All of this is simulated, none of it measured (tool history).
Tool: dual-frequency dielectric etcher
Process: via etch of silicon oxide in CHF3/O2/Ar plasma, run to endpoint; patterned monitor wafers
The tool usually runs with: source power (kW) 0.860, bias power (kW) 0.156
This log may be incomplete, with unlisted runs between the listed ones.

run    hour  source power (kW)  bias power (kW)  incoming incoming film thickness, nm  endpoint time (s)
  1     0.0              0.860            0.156                                 410.2              203.9
  2    56.0              0.810            0.156                                 410.6              206.1
  3    95.4              0.810            0.156                                 409.2              204.7
  4   184.6              0.810            0.156                                 411.5              206.6
  5   235.7              0.860            0.156                                 408.8              201.0
  6   337.5              0.860            0.156                                 410.5              203.2
  7   385.6              0.860            0.156                                 411.9              202.5
      472.8  -- wet clean of the chamber
      494.5  -- upper electrode replaced
  8   495.0              1.030            0.182                                 407.4              183.8
  9   577.4              1.030            0.182                                 408.0              183.7
 10   613.9              1.030            0.182                                 412.2              185.8
 11   668.9              0.920            0.128                                 412.2              213.1
 12   723.3              1.000            0.189                                 412.3              184.5
 13   762.1              0.770            0.182                                 410.3              199.1
      817.8  -- source power generator calibrated
 14   818.3              0.860            0.156                                 413.9              205.6
      842.8  -- bias power generator calibrated
 15   860.7              0.950            0.156                                 412.2              195.0
 16   946.3              0.670            0.173                                 408.5              205.9
 17   984.0              0.730            0.133                                 414.6              222.2
     1040.3  -- wet clean of the chamber
 18  1085.6              1.060            0.194                                 409.0              176.7
 19  1164.4              0.770            0.175                                 410.7              199.9
 20  1246.1              0.670            0.173                                 409.4              208.1
 21  1311.2              0.920            0.135                                 413.0              208.3

Alternative continuations, all from the tool just after run 21; predict every row:
  A  1311.7              0.860            0.166                                 409.6                  ?
  B  1311.7              1.000            0.143                                 409.6                  ?
  C  1311.7              0.750            0.146                                 409.6                  ?
  D  1311.7              0.860            0.190                                 409.6                  ?

run  endpoint time (s)
  A              196.8
  B              197.5
  C              212.5
  D              188.4
Without the tool's unlogged condition, the same runs would have read:
run  endpoint time (s)
  A              197.6
  B              198.4
  C              213.4
  D              189.2

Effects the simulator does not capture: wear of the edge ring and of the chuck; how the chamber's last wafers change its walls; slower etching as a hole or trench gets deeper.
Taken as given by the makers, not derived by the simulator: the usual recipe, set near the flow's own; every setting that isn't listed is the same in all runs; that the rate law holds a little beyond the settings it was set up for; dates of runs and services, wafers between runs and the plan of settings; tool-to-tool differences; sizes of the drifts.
